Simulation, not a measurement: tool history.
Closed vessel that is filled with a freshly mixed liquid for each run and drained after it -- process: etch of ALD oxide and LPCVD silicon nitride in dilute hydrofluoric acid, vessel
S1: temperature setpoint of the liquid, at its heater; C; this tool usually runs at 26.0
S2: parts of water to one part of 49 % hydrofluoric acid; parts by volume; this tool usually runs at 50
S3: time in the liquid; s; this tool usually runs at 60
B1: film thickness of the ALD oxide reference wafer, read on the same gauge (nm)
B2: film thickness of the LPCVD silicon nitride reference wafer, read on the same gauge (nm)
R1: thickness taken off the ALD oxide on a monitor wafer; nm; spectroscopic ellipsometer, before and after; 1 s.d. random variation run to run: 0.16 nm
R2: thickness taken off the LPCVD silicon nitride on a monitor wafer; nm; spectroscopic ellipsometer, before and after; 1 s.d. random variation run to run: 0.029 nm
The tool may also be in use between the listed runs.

{"run": 1, "hour": 0.0, "S1": 27.5, "S2": 50, "S3": 60, "B1": 59.96, "B2": 50.015, "R1": 19.22, "R2": 0.689}
{"hour": 32.9, "done": "gauge calibrated"}
{"run": 2, "hour": 69.2, "S1": 26.0, "S2": 50, "S3": 60, "B1": 60.02, "B2": 49.986, "R1": 18.02, "R2": 0.651}
{"run": 3, "hour": 175.0, "S1": 26.0, "S2": 50, "S3": 60, "B1": 60.07, "B2": 49.994, "R1": 17.5, "R2": 0.601}
{"run": 4, "hour": 211.2, "S1": 26.0, "S2": 50, "S3": 60, "B1": 60.05, "B2": 50.021, "R1": 17.77, "R2": 0.587}
{"run": 5, "hour": 296.6, "S1": 26.0, "S2": 70, "S3": 90, "B1": 60.06, "B2": 49.988, "R1": 18.76, "R2": 0.665}
{"run": 6, "hour": 385.5, "S1": 24.0, "S2": 50, "S3": 60, "B1": 59.97, "B2": 50.002, "R1": 16.09, "R2": 0.483}
{"hour": 433.5, "done": "thermometer replaced"}
{"run": 7, "hour": 457.3, "S1": 26.0, "S2": 50, "S3": 30, "B1": 59.99, "B2": 49.996, "R1": 9.45, "R2": 0.351}
{"run": 8, "hour": 555.8, "S1": 26.0, "S2": 50, "S3": 60, "B1": 60.0, "B2": 49.993, "R1": 18.71, "R2": 0.627}
{"run": 9, "hour": 638.1, "S1": 22.5, "S2": 50, "S3": 45, "B1": 60.02, "B2": 49.993, "R1": 12.07, "R2": 0.384}
{"run": 10, "hour": 714.8, "S1": 26.0, "S2": 50, "S3": 60, "B1": 60.0, "B2": 50.003, "R1": 18.49, "R2": 0.703}
{"hour": 760.2, "done": "hydrofluoric acid flow meter replaced"}
{"run": 11, "hour": 789.9, "S1": 28.0, "S2": 65, "S3": 50, "B1": 60.0, "B2": 49.985, "R1": 12.27, "R2": 0.413}
{"run": 12, "hour": 889.3, "S1": 28.0, "S2": 75, "S3": 60, "B1": 60.0, "B2": 50.011, "R1": 12.71, "R2": 0.473}
{"run": 13, "hour": 955.4, "S1": 29.0, "S2": 50, "S3": 60, "B1": 60.0, "B2": 50.001, "R1": 20.47, "R2": 0.766}
{"run": 14, "hour": 1013.1, "S1": 27.5, "S2": 25, "S3": 40, "B1": 60.05, "B2": 49.983, "R1": 26.31, "R2": 0.869}
{"run": 15, "hour": 1108.7, "S1": 28.5, "S2": 40, "S3": 70, "B1": 59.99, "B2": 49.996, "R1": 29.51, "R2": 1.071}
{"run": 16, "hour": 1159.3, "S1": 29.5, "S2": 50, "S3": 60, "B1": 59.97, "B2": 49.989, "R1": 20.7, "R2": 0.75}
{"run": 17, "hour": 1221.7, "S1": 24.0, "S2": 65, "S3": 50, "B1": 59.99, "B2": 50.016, "R1": 10.33, "R2": 0.34}
{"run": 18, "hour": 1261.1, "S1": 26.0, "S2": 50, "S3": 60, "B1": 59.93, "B2": 50.024, "R1": 17.65, "R2": 0.613}
{"hour": 1436.1, "done": "thermometer replaced"}
{"run": 19, "hour": 1531.9, "S1": 27.5, "S2": 50, "S3": 30, "B1": 60.01, "B2": 50.014, "R1": 9.83, "R2": 0.368}
{"run": 20, "hour": 1602.5, "S1": 22.5, "S2": 70, "S3": 45, "B1": 59.99, "B2": 50.006, "R1": 8.31, "R2": 0.276}
{"run": 21, "hour": 1706.0, "S1": 22.5, "S2": 50, "S3": 45, "B1": 59.97, "B2": 49.992, "R1": 12.13, "R2": 0.338}
{"run": 22, "hour": 1766.5, "S1": 26.0, "S2": 50, "S3": 60, "B1": 59.99, "B2": 50.016, "R1": 18.58, "R2": 0.598}
{"run": 23, "hour": 1810.1, "S1": 29.5, "S2": 50, "S3": 30, "B1": 59.95, "B2": 50.01, "R1": 10.61, "R2": 0.411}
{"run": 24, "hour": 1858.8, "S1": 26.0, "S2": 50, "S3": 60, "B1": 60.0, "B2": 50.0, "R1": 17.99, "R2": 0.632}
{"run": 25, "hour": 1909.2, "S1": 26.0, "S2": 50, "S3": 75, "B1": 60.0, "B2": 50.001, "R1": 22.85, "R2": 0.772}
{"run": 26, "hour": 1977.9, "S1": 26.0, "S2": 50, "S3": 60, "B1": 60.01, "B2": 49.989, "R1": 18.32, "R2": 0.594}

Here are 4 independent what-if runs from the current tool condition. What would each one return?
{"run": "A", "hour": 1978.6, "S1": 26.0, "S2": 50, "S3": 60, "B1": "?", "B2": "?", "R1": "?", "R2": "?"}
{"run": "B", "hour": 1978.6, "S1": 22.5, "S2": 70, "S3": 30, "B1": "?", "B2": "?", "R1": "?", "R2": "?"}
{"run": "C", "hour": 1978.6, "S1": 28.0, "S2": 60, "S3": 45, "B1": "?", "B2": "?", "R1": "?", "R2": "?"}
{"run": "D", "hour": 1978.6, "S1": 26.0, "S2": 30, "S3": 75, "B1": "?", "B2": "?", "R1": "?", "R2": "?"}

run=A B1=59.97 B2=50.009 R1=17.87 R2=0.609
run=B B1=59.97 B2=50.009 R1=5.39 R2=0.173
run=C B1=59.97 B2=50.009 R1=11.94 R2=0.436
run=D B1=59.97 B2=50.009 R1=38.26 R2=1.253
With no hidden state in the tool, these same runs would have given:
run=A R1=18.79 R2=0.661
run=B R1=5.67 R2=0.188
run=C R1=12.54 R2=0.473
run=D R1=40.26 R2=1.361
